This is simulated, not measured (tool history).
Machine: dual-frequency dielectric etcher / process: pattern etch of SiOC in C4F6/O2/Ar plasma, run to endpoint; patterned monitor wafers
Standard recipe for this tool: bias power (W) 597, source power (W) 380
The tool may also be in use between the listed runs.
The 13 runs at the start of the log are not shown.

run	hour	bias power (W)	source power (W)	incoming incoming film thickness, nm	endpoint time (s)
14	173.4	597	320	44.93	14.2
# hour 198.5: upper electrode replaced
15	199	597	320	45.24	14.3
16	199.3	597	320	45.58	14.3
17	211.7	597	380	45.24	13.5
# hour 245.4: wet clean of the chamber
18	245.9	597	430	45.29	13.7
19	246.2	660	380	45.39	13.9
20	246.5	519	380	45.04	14.7
21	252.2	502	330	45.22	15.6
# hour 267.7: source power generator calibrated
22	270.1	547	380	45.53	14.5
23	279.9	559	330	45.49	15.1

Forecast run 24:
24	296.5	509	440	45.41	?

{"run 24": {"endpoint time (s)": 14}}
Minus the tool's unlogged condition, the same run would have read endpoint time (s) 14.1.
